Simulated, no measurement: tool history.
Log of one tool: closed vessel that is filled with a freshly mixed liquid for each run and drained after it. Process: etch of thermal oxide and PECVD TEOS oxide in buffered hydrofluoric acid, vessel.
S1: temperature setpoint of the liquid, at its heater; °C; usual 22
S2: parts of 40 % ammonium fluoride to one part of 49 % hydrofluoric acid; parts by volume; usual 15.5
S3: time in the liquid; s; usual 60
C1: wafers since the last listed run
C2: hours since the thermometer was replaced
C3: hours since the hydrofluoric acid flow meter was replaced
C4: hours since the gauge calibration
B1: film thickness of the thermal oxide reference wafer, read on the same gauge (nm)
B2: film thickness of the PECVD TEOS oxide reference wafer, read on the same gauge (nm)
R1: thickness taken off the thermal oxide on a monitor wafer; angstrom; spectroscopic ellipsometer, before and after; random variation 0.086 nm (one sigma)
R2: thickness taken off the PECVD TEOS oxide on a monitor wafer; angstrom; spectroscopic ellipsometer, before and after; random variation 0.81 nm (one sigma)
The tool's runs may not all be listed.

run 1 hour=0 | S1=22 S2=15.5 S3=45 | C1=0 C2=2230.2 C3=1145.1 C4=90.6 | B1=40.06 B2=119.99 | R1=238.8 R2=554.8
run 2 hour=7.9 | S1=22 S2=15.5 S3=60 | C1=951 C2=2238.1 C3=1153 C4=98.5 | B1=39.98 B2=120 | R1=317.6 R2=741.8
run 3 hour=18.9 | S1=22 S2=15.5 S3=60 | C1=1324 C2=2249.1 C3=1164 C4=109.5 | B1=40.02 B2=120.03 | R1=317.9 R2=737.6
-- hour=32.1 gauge calibrated
run 4 hour=36.7 | S1=18.5 S2=18.5 S3=60 | C1=2143 C2=2266.9 C3=1181.8 C4=4.6 | B1=40.03 B2=120 | R1=221.5 R2=513.7
run 5 hour=50.1 | S1=18.5 S2=18.5 S3=60 | C1=1613 C2=2280.3 C3=1195.2 C4=18 | B1=39.98 B2=120 | R1=220.6 R2=509.4
run 6 hour=61.8 | S1=22 S2=15.5 S3=60 | C1=1408 C2=2292 C3=1206.9 C4=29.7 | B1=40.03 B2=119.97 | R1=315.6 R2=734.8
run 7 hour=68.6 | S1=22 S2=15.5 S3=60 | C1=818 C2=2298.8 C3=1213.7 C4=36.5 | B1=39.98 B2=119.99 | R1=315.3 R2=746.3
run 8 hour=75.4 | S1=22 S2=15.5 S3=60 | C1=818 C2=2305.6 C3=1220.5 C4=43.3 | B1=39.97 B2=119.98 | R1=315.2 R2=724.2
run 9 hour=90.6 | S1=22 S2=15.5 S3=60 | C1=1830 C2=2320.8 C3=1235.7 C4=58.5 | B1=40.01 B2=119.98 | R1=314.2 R2=717.5
-- hour=100.2 hydrofluoric acid flow meter replaced
run 10 hour=100.9 | S1=22 S2=15.5 S3=60 | C1=1119 C2=2331.1 C3=0.7 C4=68.8 | B1=39.98 B2=120 | R1=358.1 R2=815.2
run 11 hour=111.5 | S1=22 S2=18 S3=85 | C1=1276 C2=2341.7 C3=11.3 C4=79.4 | B1=39.95 B2=119.99 | R1=438.1 R2=1009.7
run 12 hour=117.6 | S1=22 S2=15.5 S3=60 | C1=734 C2=2347.8 C3=17.4 C4=85.5 | B1=39.96 B2=120.01 | R1=356.2 R2=835.5
run 13 hour=126.9 | S1=19 S2=12 S3=35 | C1=1119 C2=2357.1 C3=26.7 C4=94.8 | B1=40 B2=120.04 | R1=225.7 R2=528.3
run 14 hour=136.9 | S1=26 S2=13 S3=95 | C1=1204 C2=2367.1 C3=36.7 C4=104.8 | B1=39.99 B2=120.02 | R1=839.8 R2=1951.1
run 15 hour=144 | S1=22 S2=15.5 S3=60 | C1=854 C2=2374.2 C3=43.8 C4=111.9 | B1=39.98 B2=120.04 | R1=356 R2=836.9
-- hour=145 gauge calibrated
-- hour=154.2 thermometer replaced
run 16 hour=155.5 | S1=22 S2=15.5 S3=30 | C1=1264 C2=1.3 C3=55.3 C4=10.5 | B1=40 B2=119.99 | R1=198 R2=459.2
run 17 hour=171.5 | S1=22 S2=15.5 S3=60 | C1=1926 C2=17.3 C3=71.3 C4=26.5 | B1=39.96 B2=120.02 | R1=393.9 R2=906.1
run 18 hour=182 | S1=22 S2=15.5 S3=60 | C1=1264 C2=27.8 C3=81.8 C4=37 | B1=39.97 B2=119.99 | R1=393 R2=917.2

The next listed run, before its measurement:
run 19 hour=188.4 | S1=26 S2=17.5 S3=60 | C1=770 C2=34.2 C3=88.2 C4=43.4 | B1=? B2=? | R1=? R2=?

B1: 39.98
B2: 119.98
R1: 434.5 angstrom
R2: 1018.3 angstrom
Without the tool's hidden state the same run would have given R1 446.7 angstrom, R2 1046.8 angstrom.
